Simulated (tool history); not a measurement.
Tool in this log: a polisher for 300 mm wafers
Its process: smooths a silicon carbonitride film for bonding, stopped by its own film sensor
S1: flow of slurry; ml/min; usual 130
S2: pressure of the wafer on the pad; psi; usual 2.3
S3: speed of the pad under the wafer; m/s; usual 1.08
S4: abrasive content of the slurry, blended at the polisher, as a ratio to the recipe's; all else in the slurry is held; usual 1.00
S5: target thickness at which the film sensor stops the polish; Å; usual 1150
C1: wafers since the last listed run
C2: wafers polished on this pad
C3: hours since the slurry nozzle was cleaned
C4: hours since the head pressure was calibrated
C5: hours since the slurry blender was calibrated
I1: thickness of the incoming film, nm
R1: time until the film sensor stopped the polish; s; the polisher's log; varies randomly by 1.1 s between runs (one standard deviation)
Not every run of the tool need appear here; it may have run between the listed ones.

| run | hour | S1 | S2 | S3 | S4 | S5 | C1 | C2 | C3 | C4 | C5 | I1 | R1 |
|---|---|---|---|---|---|---|---|---|---|---|---|---|---|
| 1 | 0.0 | 130 | 2.3 | 1.22 | 1.00 | 1150 | 0 | 931 | 473.5 | 733.6 | 39.4 | 138.7 | 67.3 |
| 2 | 15.9 | 130 | 2.3 | 1.22 | 1.00 | 1150 | 204 | 1135 | 489.4 | 749.5 | 55.3 | 138.5 | 67.4 |
| 3 | 28.7 | 130 | 2.3 | 1.08 | 1.00 | 1150 | 164 | 1300 | 502.2 | 762.3 | 68.1 | 140.8 | 81.8 |
| 4 | 37.8 | 130 | 2.3 | 1.08 | 1.00 | 1150 | 117 | 1417 | 511.3 | 771.4 | 77.2 | 139.8 | 77.0 |
| 5 | 45.8 | 130 | 2.3 | 1.08 | 0.90 | 1150 | 102 | 1520 | 519.3 | 779.4 | 85.2 | 141.1 | 89.3 |
|  | 57.8 | worn pad replaced by a new one |
| 6 | 63.1 | 130 | 2.3 | 1.08 | 1.00 | 1150 | 171 | 68 | 536.6 | 796.7 | 102.5 | 142.8 | 85.4 |
| 7 | 77.6 | 130 | 2.3 | 1.08 | 1.00 | 1150 | 186 | 254 | 551.1 | 811.2 | 117.0 | 140.2 | 79.2 |
|  | 87.9 | slurry nozzle cleaned |
|  | 90.9 | head pressure recalibrated |
| 8 | 91.4 | 130 | 2.3 | 1.08 | 1.00 | 1150 | 138 | 393 | 3.5 | 0.5 | 130.8 | 141.3 | 83.1 |
| 9 | 107.4 | 130 | 2.3 | 1.08 | 1.00 | 1150 | 205 | 599 | 19.5 | 16.5 | 146.8 | 139.2 | 74.4 |
| 10 | 160.0 | 130 | 2.6 | 1.30 | 1.00 | 1150 | 676 | 1276 | 72.1 | 69.1 | 199.4 | 140.4 | 62.1 |
| 11 | 172.0 | 130 | 2.3 | 1.08 | 1.00 | 1150 | 154 | 1430 | 84.1 | 81.1 | 211.4 | 142.3 | 83.8 |
|  | 179.1 | slurry blender recalibrated |
|  | 182.3 | worn pad replaced by a new one |
| 12 | 182.8 | 130 | 2.3 | 1.08 | 1.00 | 1150 | 71 | 6 | 94.9 | 91.9 | 3.7 | 139.8 | 78.3 |
| 13 | 190.6 | 130 | 2.3 | 1.22 | 0.75 | 1080 | 100 | 106 | 102.7 | 99.7 | 11.5 | 141.2 | 116.0 |
| 14 | 200.7 | 130 | 2.3 | 1.08 | 1.00 | 1150 | 129 | 236 | 112.8 | 109.8 | 21.6 | 140.6 | 79.2 |
| 15 | 210.5 | 130 | 2.3 | 1.08 | 1.00 | 1150 | 126 | 362 | 122.6 | 119.6 | 31.4 | 139.8 | 77.4 |
| 16 | 227.1 | 150 | 2.3 | 1.08 | 1.00 | 1150 | 213 | 576 | 139.2 | 136.2 | 48.0 | 141.9 | 81.5 |
| 17 | 241.8 | 130 | 2.3 | 1.08 | 1.10 | 1150 | 189 | 765 | 153.9 | 150.9 | 62.7 | 140.8 | 77.9 |
| 18 | 251.1 | 130 | 1.6 | 0.80 | 0.75 | 1080 | 119 | 885 | 163.2 | 160.2 | 72.0 | 142.8 | 215.9 |
| 19 | 281.0 | 130 | 2.3 | 1.08 | 1.00 | 1210 | 384 | 1269 | 193.1 | 190.1 | 101.9 | 138.4 | 53.9 |
| 20 | 291.2 | 130 | 2.6 | 1.08 | 1.00 | 1150 | 131 | 1401 | 203.3 | 200.3 | 112.1 | 139.4 | 70.3 |
| 21 | 302.8 | 130 | 2.3 | 1.08 | 1.00 | 1070 | 149 | 1550 | 214.9 | 211.9 | 123.7 | 138.8 | 99.7 |
|  | 306.9 | worn pad replaced by a new one |
| 22 | 311.6 | 130 | 2.3 | 1.08 | 1.00 | 1150 | 61 | 60 | 223.7 | 220.7 | 132.5 | 139.0 | 76.0 |
| 23 | 362.2 | 145 | 2.3 | 1.08 | 1.00 | 1180 | 650 | 710 | 274.3 | 271.3 | 183.1 | 137.5 | 58.9 |
| 24 | 372.9 | 145 | 2.8 | 1.08 | 0.75 | 1150 | 137 | 848 | 285.0 | 282.0 | 193.8 | 139.5 | 80.5 |
|  | 379.7 | slurry blender recalibrated |
| 25 | 386.9 | 145 | 2.3 | 1.08 | 1.00 | 1150 | 154 | 1002 | 299.0 | 296.0 | 7.2 | 140.5 | 76.9 |
| 26 | 396.3 | 130 | 2.3 | 1.08 | 1.00 | 1150 | 120 | 1123 | 308.4 | 305.4 | 16.6 | 137.4 | 71.0 |
| 27 | 407.0 | 130 | 2.8 | 1.08 | 1.00 | 1150 | 137 | 1261 | 319.1 | 316.1 | 27.3 | 140.8 | 68.6 |
| 28 | 421.3 | 130 | 2.3 | 1.08 | 1.00 | 1150 | 183 | 1445 | 333.4 | 330.4 | 41.6 | 140.6 | 80.9 |
|  | 439.9 | worn pad replaced by a new one |
| 29 | 440.4 | 130 | 2.3 | 1.08 | 1.00 | 1150 | 194 | 6 | 352.5 | 349.5 | 60.7 | 140.9 | 82.2 |
| 30 | 489.3 | 130 | 2.7 | 1.08 | 1.15 | 1150 | 629 | 635 | 401.4 | 398.4 | 109.6 | 139.5 | 63.7 |
| 31 | 499.4 | 115 | 2.6 | 1.08 | 1.30 | 1120 | 129 | 765 | 411.5 | 408.5 | 119.7 | 138.7 | 69.1 |

Take each entry between the runs: how does the hidden state at the last listed run before it differ from the hidden state at the first listed run after it?
Runs 5 to 6: worn pad replaced by a new one (hour 57.8)
  both runs share identical hidden conditions
Runs 7 to 8: slurry nozzle cleaned (hour 87.9); head pressure recalibrated (hour 90.9)
  both runs share identical hidden conditions
Runs 11 to 12: slurry blender recalibrated (hour 179.1); worn pad replaced by a new one (hour 182.3)
  both runs share identical hidden conditions
Runs 21 to 22: worn pad replaced by a new one (hour 306.9)
  both runs share identical hidden conditions
Runs 24 to 25: slurry blender recalibrated (hour 379.7)
  both runs share identical hidden conditions
Runs 28 to 29: worn pad replaced by a new one (hour 439.9)
  both runs share identical hidden conditions

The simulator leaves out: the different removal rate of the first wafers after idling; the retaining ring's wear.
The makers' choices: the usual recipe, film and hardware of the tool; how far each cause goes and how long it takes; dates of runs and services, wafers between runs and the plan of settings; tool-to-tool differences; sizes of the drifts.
